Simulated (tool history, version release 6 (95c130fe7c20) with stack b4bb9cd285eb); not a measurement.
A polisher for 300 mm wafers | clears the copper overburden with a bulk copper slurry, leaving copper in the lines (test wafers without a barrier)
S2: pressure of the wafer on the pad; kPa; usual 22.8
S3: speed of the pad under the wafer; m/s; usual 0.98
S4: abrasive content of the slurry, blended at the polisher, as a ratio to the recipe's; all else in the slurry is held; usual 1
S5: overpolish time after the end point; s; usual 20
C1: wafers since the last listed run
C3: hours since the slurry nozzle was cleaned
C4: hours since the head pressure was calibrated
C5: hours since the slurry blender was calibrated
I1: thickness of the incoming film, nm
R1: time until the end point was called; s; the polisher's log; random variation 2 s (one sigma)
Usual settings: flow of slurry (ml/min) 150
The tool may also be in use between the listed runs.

run 1 day=0 | flow_of_slurry_(ml/min)=150 S2=22.8 S3=0.98 S4=1 S5=20 | C1=0 wafers_polished_on_this_pad=348 C3=214.5 C4=714.1 C5=246.3 | I1=1191 | R1=107.2
run 2 day=0.558 | flow_of_slurry_(ml/min)=150 S2=22.8 S3=0.98 S4=1 S5=20 | C1=98 wafers_polished_on_this_pad=446 C3=227.9 C4=727.5 C5=259.7 | I1=1173.9 | R1=110.2
-- day=1.038 head pressure recalibrated
run 3 day=1.088 | flow_of_slurry_(ml/min)=150 S2=22.8 S3=0.98 S4=1 S5=20 | C1=78 wafers_polished_on_this_pad=525 C3=240.6 C4=1.2 C5=272.4 | I1=1193.5 | R1=119.6
run 4 day=1.546 | flow_of_slurry_(ml/min)=150 S2=22.8 S3=0.98 S4=1 S5=20 | C1=80 wafers_polished_on_this_pad=605 C3=251.6 C4=12.2 C5=283.4 | I1=1203.2 | R1=121.6
run 5 day=1.992 | flow_of_slurry_(ml/min)=150 S2=22.8 S3=0.98 S4=1 S5=20 | C1=78 wafers_polished_on_this_pad=684 C3=262.3 C4=22.9 C5=294.1 | I1=1172.8 | R1=120.4
-- day=2.338 worn pad replaced by a new one
run 6 day=2.358 | flow_of_slurry_(ml/min)=150 S2=22.8 S3=0.98 S4=1 S5=20 | C1=35 wafers_polished_on_this_pad=3 C3=271.1 C4=31.7 C5=302.9 | I1=1188.1 | R1=107.8
run 7 day=2.667 | flow_of_slurry_(ml/min)=150 S2=22.8 S3=0.98 S4=1 S5=20 | C1=54 wafers_polished_on_this_pad=58 C3=278.5 C4=39.1 C5=310.3 | I1=1193 | R1=108
run 8 day=3.088 | flow_of_slurry_(ml/min)=150 S2=22.8 S3=0.98 S4=1 S5=20 | C1=74 wafers_polished_on_this_pad=132 C3=288.6 C4=49.2 C5=320.4 | I1=1177.2 | R1=114.9
run 9 day=3.754 | flow_of_slurry_(ml/min)=150 S2=22.8 S3=0.98 S4=1.2 S5=20 | C1=117 wafers_polished_on_this_pad=249 C3=304.6 C4=65.2 C5=336.4 | I1=1194.6 | R1=109.4
-- day=3.888 slurry blender recalibrated
run 10 day=4.083 | flow_of_slurry_(ml/min)=150 S2=22.8 S3=1.2 S4=1 S5=20 | C1=43 wafers_polished_on_this_pad=293 C3=312.5 C4=73.1 C5=4.7 | I1=1205.4 | R1=98.3
run 11 day=4.504 | flow_of_slurry_(ml/min)=150 S2=22.8 S3=0.98 S4=1 S5=20 | C1=74 wafers_polished_on_this_pad=367 C3=322.6 C4=83.2 C5=14.8 | I1=1200.7 | R1=119.1
run 12 day=5.171 | flow_of_slurry_(ml/min)=120 S2=22.8 S3=1.14 S4=1.25 S5=29 | C1=117 wafers_polished_on_this_pad=484 C3=338.6 C4=99.2 C5=30.8 | I1=1191.7 | R1=103.3
run 13 day=5.879 | flow_of_slurry_(ml/min)=150 S2=22.8 S3=0.98 S4=1 S5=13 | C1=124 wafers_polished_on_this_pad=609 C3=355.6 C4=116.2 C5=47.8 | I1=1197.5 | R1=118.3
run 14 day=6.162 | flow_of_slurry_(ml/min)=150 S2=22.8 S3=1.14 S4=0.75 S5=27 | C1=49 wafers_polished_on_this_pad=659 C3=362.4 C4=123 C5=54.6 | I1=1196.4 | R1=109.6
-- day=6.433 worn pad replaced by a new one
run 15 day=6.454 | flow_of_slurry_(ml/min)=150 S2=30.3 S3=0.98 S4=1.1 S5=20 | C1=22 wafers_polished_on_this_pad=3 C3=369.4 C4=130 C5=61.6 | I1=1208.4 | R1=79.1
run 16 day=6.804 | flow_of_slurry_(ml/min)=150 S2=22.8 S3=0.98 S4=1 S5=20 | C1=61 wafers_polished_on_this_pad=65 C3=377.8 C4=138.4 C5=70 | I1=1182.8 | R1=106.8
-- day=7.154 slurry nozzle cleaned
run 17 day=7.175 | flow_of_slurry_(ml/min)=195 S2=22.8 S3=1.3 S4=1 S5=20 | C1=58 wafers_polished_on_this_pad=123 C3=0.5 C4=147.3 C5=78.9 | I1=1209.7 | R1=82.2
run 18 day=7.704 | flow_of_slurry_(ml/min)=150 S2=22.8 S3=0.98 S4=1 S5=20 | C1=93 wafers_polished_on_this_pad=216 C3=13.2 C4=160 C5=91.6 | I1=1195.4 | R1=110.6
run 19 day=8.246 | flow_of_slurry_(ml/min)=115 S2=22.8 S3=0.98 S4=1.15 S5=20 | C1=95 wafers_polished_on_this_pad=311 C3=26.2 C4=173 C5=104.6 | I1=1192.8 | R1=118.2
run 20 day=8.608 | flow_of_slurry_(ml/min)=150 S2=22.8 S3=0.98 S4=1 S5=20 | C1=63 wafers_polished_on_this_pad=375 C3=34.9 C4=181.7 C5=113.3 | I1=1190.7 | R1=114.5
run 21 day=9.121 | flow_of_slurry_(ml/min)=150 S2=22.8 S3=0.98 S4=1 S5=20 | C1=90 wafers_polished_on_this_pad=466 C3=47.2 C4=194 C5=125.6 | I1=1210.2 | R1=116
run 22 day=9.65 | flow_of_slurry_(ml/min)=130 S2=22.8 S3=0.98 S4=0.9 S5=27 | C1=93 wafers_polished_on_this_pad=559 C3=59.9 C4=206.7 C5=138.3 | I1=1189 | R1=119.2
run 23 day=10.262 | flow_of_slurry_(ml/min)=150 S2=22.8 S3=0.98 S4=1 S5=20 | C1=107 wafers_polished_on_this_pad=667 C3=74.6 C4=221.4 C5=153 | I1=1163.7 | R1=109.1
-- day=10.533 worn pad replaced by a new one
run 24 day=11 | flow_of_slurry_(ml/min)=150 S2=22.8 S3=0.98 S4=1 S5=28 | C1=100 wafers_polished_on_this_pad=82 C3=92.3 C4=239.1 C5=170.7 | I1=1189.6 | R1=103.3
run 25 day=11.558 | flow_of_slurry_(ml/min)=195 S2=26.9 S3=0.78 S4=1 S5=27 | C1=98 wafers_polished_on_this_pad=180 C3=105.7 C4=252.5 C5=184.1 | I1=1199.9 | R1=106.7
run 26 day=12.333 | flow_of_slurry_(ml/min)=150 S2=14.5 S3=1.12 S4=1 S5=20 | C1=136 wafers_polished_on_this_pad=317 C3=124.3 C4=271.1 C5=202.7 | I1=1184 | R1=145.8
run 27 day=12.829 | flow_of_slurry_(ml/min)=150 S2=22.8 S3=0.98 S4=1 S5=20 | C1=87 wafers_polished_on_this_pad=404 C3=136.2 C4=283 C5=214.6 | I1=1205.2 | R1=115.2
run 28 day=13.171 | flow_of_slurry_(ml/min)=165 S2=19.3 S3=0.98 S4=0.75 S5=20 | C1=60 wafers_polished_on_this_pad=464 C3=144.4 C4=291.2 C5=222.8 | I1=1185 | R1=137.9

Forecast run 29:
run 29 day=13.696 | flow_of_slurry_(ml/min)=105 S2=20 S3=0.98 S4=1 S5=20 | C1=92 wafers_polished_on_this_pad=557 C3=157 C4=303.8 C5=235.4 | I1=1191.4 | R1=?

Run 29 gave R1 137.7 s.
Without the tool's hidden state the same run would have given R1 131.9 s.
